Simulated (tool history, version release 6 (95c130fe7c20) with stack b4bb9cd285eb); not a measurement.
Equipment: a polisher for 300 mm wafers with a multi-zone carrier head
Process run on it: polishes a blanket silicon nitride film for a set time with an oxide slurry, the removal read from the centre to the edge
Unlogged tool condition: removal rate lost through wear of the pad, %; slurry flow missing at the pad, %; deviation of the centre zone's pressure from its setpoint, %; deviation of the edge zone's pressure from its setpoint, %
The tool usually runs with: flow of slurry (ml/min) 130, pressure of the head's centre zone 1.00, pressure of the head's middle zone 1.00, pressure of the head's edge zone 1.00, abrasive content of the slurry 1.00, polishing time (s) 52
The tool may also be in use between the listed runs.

run,hour,flow of slurry (ml/min),pressure of the head's centre zone,pressure of the head's middle zone,pressure of the head's edge zone,abrasive content of the slurry,polishing time (s),wafers since the last listed run,wafers polished on this pad,hours since the slurry nozzle was cleaned,hours since the centre zone pressure was calibrated,hours since the edge zone pressure was calibrated,hours since the carrier head's membrane was replaced,"incoming thickness of the incoming film, nm",film removed at the wafer's centre (Å),film removed at mid-radius (Å),film removed at the wafer's edge (Å)
1,0.0,130,1.00,1.00,1.00,1.00,52,0,3085,88.1,305.2,275.8,1084.1,481.0,462,449,469
# hour 32.4: centre zone pressure recalibrated
# hour 37.3: worn pad replaced by a new one
2,58.6,130,1.00,1.00,1.00,1.00,52,853,345,146.7,26.2,334.4,1142.7,496.0,457,450,461
3,121.1,130,1.00,1.00,1.00,1.00,52,1014,1359,209.2,88.7,396.9,1205.2,491.9,459,450,460
4,203.1,130,1.00,1.00,1.00,1.00,52,1330,2689,291.2,170.7,478.9,1287.2,482.4,457,441,460
# hour 230.3: worn pad replaced by a new one
5,254.7,130,1.00,1.00,1.00,1.00,52,772,395,342.8,222.3,530.5,1338.8,494.6,448,443,460
6,314.5,130,1.00,1.00,1.07,1.00,52,970,1365,402.6,282.1,590.3,1398.6,494.2,451,438,472
7,363.6,130,1.00,1.00,1.07,1.00,52,796,2162,451.7,331.2,639.4,1447.7,484.2,453,441,469
# hour 377.4: centre zone pressure recalibrated
# hour 418.6: edge zone pressure recalibrated
8,434.8,130,1.00,1.00,1.00,1.00,52,1090,3252,522.9,57.4,16.2,1518.9,484.3,449,433,452
# hour 462.0: worn pad replaced by a new one
# hour 462.3: carrier head's membrane replaced by a new one
9,496.9,150,1.04,1.00,1.00,1.00,47,938,562,585.0,119.5,78.3,34.6,486.4,439,404,419
10,561.0,130,1.00,1.10,1.06,0.75,46,1040,1602,649.1,183.6,142.4,98.7,490.5,338,350,342
# hour 663.1: slurry nozzle cleaned
11,669.1,130,1.00,1.00,1.00,1.15,52,1737,3339,6.0,291.7,250.5,206.8,490.2,498,482,495
# hour 690.5: worn pad replaced by a new one
# hour 744.7: centre zone pressure recalibrated
12,748.8,95,1.00,1.00,1.00,1.00,52,1195,914,85.7,4.1,330.2,286.5,497.3,429,418,443
13,790.2,130,0.96,0.95,0.95,1.00,52,671,1585,127.1,45.5,371.6,327.9,494.3,444,431,449
# hour 938.2: worn pad replaced by a new one
# hour 1058.8: edge zone pressure recalibrated
14,1096.9,130,1.00,1.00,1.00,1.00,52,4878,2541,433.8,352.2,38.1,634.6,487.3,447,438,454

Consider 3 possible next runs. They are alternatives, not a sequence: every one starts from the tool as it was left by run 14. What does each give?
A,1097.3,130,1.00,1.00,1.00,1.00,52,6,2548,434.2,352.6,38.5,635.0,494.2,?,?,?
B,1097.3,165,1.00,1.00,0.91,1.00,52,6,2548,434.2,352.6,38.5,635.0,494.2,?,?,?
C,1097.3,130,1.03,1.00,0.95,1.15,52,6,2548,434.2,352.6,38.5,635.0,494.2,?,?,?

run,film removed at the wafer's centre (Å),film removed at mid-radius (Å),film removed at the wafer's edge (Å)
A,450,439,453
B,474,460,448
C,496,470,474
With no hidden state in the tool, these same runs would have given:
run,film removed at the wafer's centre (Å),film removed at mid-radius (Å),film removed at the wafer's edge (Å)
A,465,452,463
B,487,471,456
C,513,484,484

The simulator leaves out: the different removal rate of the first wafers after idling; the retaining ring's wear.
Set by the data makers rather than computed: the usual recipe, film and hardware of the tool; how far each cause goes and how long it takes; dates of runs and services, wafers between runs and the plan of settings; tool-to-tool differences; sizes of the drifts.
